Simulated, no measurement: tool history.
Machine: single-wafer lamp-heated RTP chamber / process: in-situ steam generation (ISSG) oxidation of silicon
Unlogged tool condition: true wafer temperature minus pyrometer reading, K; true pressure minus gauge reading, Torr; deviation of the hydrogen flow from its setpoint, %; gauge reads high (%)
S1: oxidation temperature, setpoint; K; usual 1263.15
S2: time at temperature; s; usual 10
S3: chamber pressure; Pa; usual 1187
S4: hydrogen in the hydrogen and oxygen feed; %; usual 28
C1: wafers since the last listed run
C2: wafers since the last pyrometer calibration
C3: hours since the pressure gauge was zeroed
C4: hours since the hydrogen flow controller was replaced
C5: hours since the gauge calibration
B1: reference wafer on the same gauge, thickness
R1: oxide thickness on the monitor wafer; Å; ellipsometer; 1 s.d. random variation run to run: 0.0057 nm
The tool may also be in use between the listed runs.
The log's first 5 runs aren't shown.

| run | hour | S1 | S2 | S3 | S4 | C1 | C2 | C3 | C4 | C5 | B1 | R1 |
|---|---|---|---|---|---|---|---|---|---|---|---|---|
| 6 | 62.2 | 1263.15 | 10 | 1187 | 28 | 133 | 2934 | 1788.9 | 2420.9 | 85.6 | 3.811 | 38.41 |
|  | 88.5 | pyrometer window cleaned and pyrometer calibrated |
| 7 | 91.4 | 1263.15 | 10 | 1187 | 28 | 326 | 45 | 1818.1 | 2450.1 | 114.8 | 3.810 | 37.98 |
| 8 | 98.8 | 1263.15 | 10 | 1133 | 28 | 113 | 159 | 1825.5 | 2457.5 | 122.2 | 3.809 | 38.28 |
| 9 | 112.3 | 1263.15 | 10 | 1133 | 28 | 207 | 366 | 1839.0 | 2471.0 | 135.7 | 3.807 | 38.28 |
| 10 | 127.6 | 1263.15 | 10 | 1133 | 28 | 235 | 602 | 1854.3 | 2486.3 | 151.0 | 3.808 | 38.25 |
| 11 | 137.9 | 1263.15 | 10 | 1187 | 28 | 158 | 760 | 1864.6 | 2496.6 | 161.3 | 3.808 | 38.25 |
| 12 | 150.1 | 1263.15 | 10 | 1187 | 28 | 187 | 948 | 1876.8 | 2508.8 | 173.5 | 3.810 | 38.23 |
| 13 | 157.3 | 1263.15 | 10 | 1187 | 28 | 110 | 1059 | 1884.0 | 2516.0 | 180.7 | 3.809 | 38.34 |
| 14 | 167.6 | 1263.15 | 10 | 1293 | 23 | 158 | 1217 | 1894.3 | 2526.3 | 191.0 | 3.808 | 35.85 |
| 15 | 174.2 | 1263.15 | 10 | 1187 | 28 | 101 | 1319 | 1900.9 | 2532.9 | 197.6 | 3.810 | 38.37 |
|  | 190.8 | hydrogen flow controller replaced |
| 16 | 191.3 | 1263.15 | 7 | 1187 | 28 | 140 | 1459 | 1918.0 | 0.5 | 214.7 | 3.812 | 33.32 |
| 17 | 203.2 | 1263.15 | 10 | 1133 | 28 | 183 | 1642 | 1929.9 | 12.4 | 226.6 | 3.811 | 38.70 |
| 18 | 216.3 | 1263.15 | 10 | 1360 | 28 | 201 | 1844 | 1943.0 | 25.5 | 239.7 | 3.810 | 37.33 |
| 19 | 261.9 | 1251.15 | 12 | 1307 | 32 | 701 | 2545 | 1988.6 | 71.1 | 285.3 | 3.812 | 40.42 |
|  | 271.7 | gauge calibrated |
| 20 | 276.3 | 1263.15 | 10 | 1187 | 20 | 221 | 2767 | 2003.0 | 85.5 | 4.6 | 3.810 | 35.19 |
| 21 | 288.9 | 1282.15 | 9 | 1347 | 28 | 193 | 2961 | 2015.6 | 98.1 | 17.2 | 3.810 | 38.09 |
| 22 | 299.9 | 1263.15 | 10 | 1187 | 28 | 169 | 3130 | 2026.6 | 109.1 | 28.2 | 3.809 | 38.55 |
|  | 308.5 | pressure gauge zeroed |
| 23 | 314.1 | 1277.15 | 10 | 1253 | 28 | 95 | 3226 | 5.6 | 123.3 | 42.4 | 3.810 | 39.80 |
|  | 330.2 | pyrometer window cleaned and pyrometer calibrated |
| 24 | 330.7 | 1279.15 | 10 | 1293 | 21 | 132 | 8 | 22.2 | 139.9 | 59.0 | 3.810 | 36.58 |
| 25 | 336.8 | 1248.15 | 10 | 1027 | 28 | 93 | 102 | 28.3 | 146.0 | 65.1 | 3.808 | 36.78 |
| 26 | 348.5 | 1263.15 | 10 | 1187 | 32 | 180 | 282 | 40.0 | 157.7 | 76.8 | 3.811 | 39.44 |
| 27 | 362.1 | 1273.15 | 10 | 1080 | 28 | 209 | 491 | 53.6 | 171.3 | 90.4 | 3.810 | 39.74 |
| 28 | 379.3 | 1263.15 | 10 | 1187 | 28 | 264 | 756 | 70.8 | 188.5 | 107.6 | 3.811 | 38.15 |
| 29 | 396.1 | 1263.15 | 10 | 1187 | 21 | 258 | 1014 | 87.6 | 205.3 | 124.4 | 3.809 | 35.54 |
| 30 | 408.3 | 1263.15 | 10 | 1187 | 28 | 187 | 1202 | 99.8 | 217.5 | 136.6 | 3.810 | 38.20 |

What if the next run were any one of these 5? Each begins from the tool's condition after run 30:
| A | 408.7 | 1263.15 | 8 | 1187 | 28 | 6 | 1208 | 100.2 | 217.9 | 137.0 | ? | ? |
| B | 408.7 | 1263.15 | 12 | 1040 | 28 | 6 | 1208 | 100.2 | 217.9 | 137.0 | ? | ? |
| C | 408.7 | 1277.15 | 8 | 1107 | 28 | 6 | 1208 | 100.2 | 217.9 | 137.0 | ? | ? |
| D | 408.7 | 1270.15 | 10 | 1187 | 31 | 6 | 1208 | 100.2 | 217.9 | 137.0 | ? | ? |
| E | 408.7 | 1254.15 | 12 | 1253 | 32 | 6 | 1208 | 100.2 | 217.9 | 137.0 | ? | ? |

| run | B1 | R1 |
|---|---|---|
| A | 3.807 | 35.00 |
| B | 3.807 | 41.66 |
| C | 3.807 | 36.78 |
| D | 3.807 | 40.18 |
| E | 3.807 | 41.02 |
Take away the tool's hidden state, keep each run's random variation, and the runs would have read:
| run | R1 |
|---|---|
| A | 34.71 |
| B | 41.24 |
| C | 36.43 |
| D | 39.79 |
| E | 40.64 |

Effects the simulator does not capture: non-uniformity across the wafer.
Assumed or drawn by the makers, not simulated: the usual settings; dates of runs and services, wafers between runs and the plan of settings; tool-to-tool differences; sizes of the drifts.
